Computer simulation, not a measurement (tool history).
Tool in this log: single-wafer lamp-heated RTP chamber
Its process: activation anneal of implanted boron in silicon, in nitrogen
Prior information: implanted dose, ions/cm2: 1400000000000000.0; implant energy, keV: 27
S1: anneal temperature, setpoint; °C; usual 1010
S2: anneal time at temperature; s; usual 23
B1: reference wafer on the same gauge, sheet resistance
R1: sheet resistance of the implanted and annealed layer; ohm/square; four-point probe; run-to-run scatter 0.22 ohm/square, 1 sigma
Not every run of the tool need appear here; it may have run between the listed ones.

run    hour    S1  S2     B1     R1
  1     0.0  1023  14  76.15  81.01
  2    73.5  1023  14  76.07  80.45
      215.2  -- reflector plate cleaned
  3   253.0  1010  16  76.03  81.92
  4   332.6  1010  16  76.09  81.47
  5   390.5  1010  16  76.16  81.45
      484.1  -- pyrometer window cleaned and pyrometer calibrated
  6   484.6  1010  13  76.03  83.22
  7   553.3  1010  13  76.14  82.02
  8   618.3  1010  13  76.13  82.27
  9   665.9  1010  23  76.07  80.88
      729.4  -- reflector plate cleaned
 10   759.4  1010  23  76.12  81.50
 11   815.2  1010  23  76.15  81.15
 12   878.4   987  23  76.10  84.22
 13   939.0  1010  19  75.98  80.82
      986.8  -- pyrometer window cleaned and pyrometer calibrated
 14  1023.2  1010  19  76.16  82.45
 15  1071.6  1010  23  76.11  81.74
 16  1118.2  1010  23  76.08  80.70
 17  1206.6  1010  23  75.98  81.13
 18  1267.5  1010  23  76.16  80.59
 19  1338.3   997  23  76.11  82.00
     1347.1  -- reflector plate cleaned
     1352.3  -- gauge calibrated
 20  1401.7  1010  12  76.09  82.21
 21  1465.1  1021  33  76.15  79.66
 22  1542.3  1021  36  76.13  79.26
     1605.9  -- pyrometer window cleaned and pyrometer calibrated
 23  1621.0  1010  23  76.16  82.42
 24  1662.7  1010  23  76.15  81.73
 25  1733.0  1021  28  76.12  80.26
 26  1785.2   990  18  76.08  84.36
 27  1883.3   995  23  76.12  82.72
     1928.7  -- reflector plate cleaned
 28  1936.3   985  27  76.14  85.29
 29  2000.4  1020  35  76.13  79.96
 30  2065.6  1010  23  76.03  81.28
 31  2114.9  1026  33  76.09  78.92
 32  2181.1   981  34  76.06  84.03
     2239.0  -- pyrometer window cleaned and pyrometer calibrated
 33  2249.7   991  31  76.05  84.23
 34  2311.6  1010  23  76.05  81.62
 35  2407.0  1010  23  76.10  80.88
 36  2465.5  1018  23  76.04  80.01

Results per run with the tool's hidden condition removed, run-to-run variation unchanged:
Hidden state present: true wafer temperature minus pyrometer reading, K; wafer temperature error from the tarnished reflector plate, K; gauge reads high (%).
run     R1
  1  82.25
  2  82.03
  3  83.75
  4  83.69
  5  83.85
  6  84.54
  7  83.94
  8  84.57
  9  82.93
 10  83.15
 11  83.07
 12  89.47
 13  83.22
 14  83.90
 15  83.40
 16  82.56
 17  83.28
 18  82.85
 19  85.75
 20  84.41
 21  81.09
 22  80.82
 23  83.49
 24  83.11
 25  81.54
 26  89.05
 27  86.50
 28  89.23
 29  81.29
 30  83.34
 31  80.35
 32  90.04
 33  86.68
 34  83.31
 35  82.95
 36  81.82
